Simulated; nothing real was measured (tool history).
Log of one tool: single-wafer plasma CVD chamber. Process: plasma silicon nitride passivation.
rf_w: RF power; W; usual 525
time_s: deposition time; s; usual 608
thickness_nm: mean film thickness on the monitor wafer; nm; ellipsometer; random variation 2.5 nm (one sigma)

run    hour  rf_w  time_s  wafers since the last listed run  hours since the last RF generator calibration  hours since the showerhead was replaced  hours since the gauge calibration  read-back reference wafer on the same gauge, thickness_nm  thickness_nm
  1     0.0   525     700                                 0                                         1969.7                                   6351.9                               74.8                                                    791.596       947.967
  2    62.7   525     700                               213                                         2032.4                                   6414.6                              137.5                                                    793.062       952.900
  3   166.8   525     608                               355                                         2136.5                                   6518.7                              241.6                                                    790.611       827.336
  4   239.5   525     608                               247                                         2209.2                                   6591.4                              314.3                                                    792.516       821.366
  5   307.9   525     608                               233                                         2277.6                                   6659.8                              382.7                                                    792.097       824.491
  6   358.9   525     608                               173                                         2328.6                                   6710.8                              433.7                                                    791.898       824.612
  7   451.1   525     691                               314                                         2420.8                                   6803.0                              525.9                                                    793.069       937.442
  8   523.5   525     691                               246                                         2493.2                                   6875.4                              598.3                                                    791.525       943.623
  9   574.5   525     691                               173                                         2544.2                                   6926.4                              649.3                                                    792.612       939.719
      681.4  -- RF generator calibrated
      809.7  -- showerhead replaced
 10   825.1   570     716                               800                                          143.7                                     15.4                              899.9                                                    792.620       977.385
 11   870.2   475     514                               153                                          188.8                                     60.5                              945.0                                                    791.165       660.049
      937.8  -- RF generator calibrated, repeated, since the last time left the tool worse
      962.3  -- gauge calibrated
 12   977.5   475     563                               338                                           39.7                                    167.8                               15.2                                                    791.623       746.160
 13  1055.9   615     547                               267                                          118.1                                    246.2                               93.6                                                    791.674       795.962
 14  1108.0   525     608                               177                                          170.2                                    298.3                              145.7                                                    792.421       835.978
 15  1242.2   425     558                               457                                          304.4                                    432.5                              279.9                                                    791.103       710.807
 16  1346.6   455     706                               356                                          408.8                                    536.9                              384.3                                                    791.636       923.041
 17  1427.2   525     721                               274                                          489.4                                    617.5                              464.9                                                    791.481       990.213

The next listed run, before its measurement:
 18  1508.4   525     608                               276                                          570.6                                    698.7                              546.1                                                          ?             ?

Run 18 gave read-back reference wafer on the same gauge, thickness_nm 791.913, thickness_nm 835.874 nm.
Without the tool's hidden state the same run would have given thickness_nm 839.886 nm.

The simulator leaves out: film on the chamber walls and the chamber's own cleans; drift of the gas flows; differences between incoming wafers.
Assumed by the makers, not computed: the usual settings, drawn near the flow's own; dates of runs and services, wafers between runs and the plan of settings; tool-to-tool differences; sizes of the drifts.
